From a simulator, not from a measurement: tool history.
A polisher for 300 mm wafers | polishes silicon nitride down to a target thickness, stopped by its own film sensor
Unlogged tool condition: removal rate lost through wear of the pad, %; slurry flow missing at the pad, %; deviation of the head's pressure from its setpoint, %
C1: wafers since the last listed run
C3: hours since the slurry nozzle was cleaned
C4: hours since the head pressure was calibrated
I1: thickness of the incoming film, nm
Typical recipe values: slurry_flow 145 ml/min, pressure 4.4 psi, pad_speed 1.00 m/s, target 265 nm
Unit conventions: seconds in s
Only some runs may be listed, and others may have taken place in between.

run 1 hour=0.0 | slurry_flow=145 pressure=4.4 pad_speed=1.00 target=265 | C1=0 wafers_polished_on_this_pad=1187 C3=260.5 C4=15.2 | I1=446.8 | seconds=103.2
run 2 hour=74.5 | slurry_flow=145 pressure=4.4 pad_speed=1.00 target=265 | C1=485 wafers_polished_on_this_pad=1673 C3=335.0 C4=89.7 | I1=439.3 | seconds=101.1
run 3 hour=117.8 | slurry_flow=145 pressure=4.4 pad_speed=1.00 target=265 | C1=282 wafers_polished_on_this_pad=1955 C3=378.3 C4=133.0 | I1=442.6 | seconds=104.1
run 4 hour=222.8 | slurry_flow=145 pressure=4.4 pad_speed=1.00 target=265 | C1=684 wafers_polished_on_this_pad=2640 C3=483.3 C4=238.0 | I1=442.1 | seconds=107.8
run 5 hour=282.5 | slurry_flow=145 pressure=4.4 pad_speed=1.00 target=265 | C1=389 wafers_polished_on_this_pad=3030 C3=543.0 C4=297.7 | I1=441.5 | seconds=104.1
run 6 hour=348.4 | slurry_flow=145 pressure=4.4 pad_speed=1.00 target=265 | C1=429 wafers_polished_on_this_pad=3459 C3=608.9 C4=363.6 | I1=437.5 | seconds=105.2
-- hour=410.6 slurry nozzle cleaned
run 7 hour=450.0 | slurry_flow=145 pressure=4.4 pad_speed=1.00 target=265 | C1=656 wafers_polished_on_this_pad=4116 C3=39.4 C4=465.2 | I1=438.2 | seconds=93.6
-- hour=492.1 worn pad replaced by a new one
run 8 hour=518.7 | slurry_flow=145 pressure=4.4 pad_speed=1.00 target=226 | C1=422 wafers_polished_on_this_pad=173 C3=108.1 C4=533.9 | I1=437.7 | seconds=115.5
run 9 hour=554.8 | slurry_flow=145 pressure=4.4 pad_speed=1.00 target=265 | C1=235 wafers_polished_on_this_pad=409 C3=144.2 C4=570.0 | I1=441.3 | seconds=96.4
run 10 hour=656.5 | slurry_flow=145 pressure=4.4 pad_speed=1.00 target=265 | C1=663 wafers_polished_on_this_pad=1072 C3=245.9 C4=671.7 | I1=434.3 | seconds=96.9
-- hour=694.6 head pressure recalibrated
run 11 hour=822.7 | slurry_flow=145 pressure=4.4 pad_speed=1.00 target=265 | C1=1071 wafers_polished_on_this_pad=2143 C3=412.1 C4=128.1 | I1=440.0 | seconds=101.7
run 12 hour=893.6 | slurry_flow=145 pressure=4.4 pad_speed=1.00 target=265 | C1=462 wafers_polished_on_this_pad=2605 C3=483.0 C4=199.0 | I1=441.6 | seconds=105.2
run 13 hour=953.7 | slurry_flow=145 pressure=4.4 pad_speed=1.00 target=265 | C1=392 wafers_polished_on_this_pad=2997 C3=543.1 C4=259.1 | I1=440.7 | seconds=103.9
run 14 hour=1002.1 | slurry_flow=145 pressure=4.4 pad_speed=1.00 target=265 | C1=315 wafers_polished_on_this_pad=3313 C3=591.5 C4=307.5 | I1=445.8 | seconds=107.5
run 15 hour=1065.5 | slurry_flow=145 pressure=4.4 pad_speed=1.00 target=265 | C1=413 wafers_polished_on_this_pad=3727 C3=654.9 C4=370.9 | I1=437.3 | seconds=104.9
-- hour=1110.7 slurry nozzle cleaned
-- hour=1231.6 worn pad replaced by a new one
run 16 hour=1389.5 | slurry_flow=125 pressure=4.4 pad_speed=1.30 target=320 | C1=2080 wafers_polished_on_this_pad=1029 C3=278.8 C4=694.9 | I1=444.0 | seconds=59.1
run 17 hour=1496.5 | slurry_flow=125 pressure=5.0 pad_speed=1.28 target=287 | C1=697 wafers_polished_on_this_pad=1727 C3=385.8 C4=801.9 | I1=446.3 | seconds=70.0
run 18 hour=1569.6 | slurry_flow=170 pressure=3.0 pad_speed=1.32 target=229 | C1=476 wafers_polished_on_this_pad=2204 C3=458.9 C4=875.0 | I1=435.6 | seconds=137.4
-- hour=1572.6 head pressure recalibrated
run 19 hour=1646.9 | slurry_flow=115 pressure=4.4 pad_speed=0.66 target=308 | C1=491 wafers_polished_on_this_pad=2695 C3=536.2 C4=74.3 | I1=440.3 | seconds=122.9
run 20 hour=1690.1 | slurry_flow=145 pressure=4.4 pad_speed=0.86 target=237 | C1=281 wafers_polished_on_this_pad=2977 C3=579.4 C4=117.5 | I1=438.2 | seconds=138.7
run 21 hour=1756.8 | slurry_flow=145 pressure=4.9 pad_speed=1.22 target=285 | C1=435 wafers_polished_on_this_pad=3412 C3=646.1 C4=184.2 | I1=443.2 | seconds=72.2

For run 22, what comes out?
run 22 hour=1814.0 | slurry_flow=145 pressure=4.4 pad_speed=1.00 target=265 | C1=373 wafers_polished_on_this_pad=3785 C3=703.3 C4=241.4 | I1=446.8 | seconds=?

{"run 22": {"seconds": 109.1}}
If the tool had no hidden condition, the same run with the same run-to-run variation would have returned seconds 94.7 s.
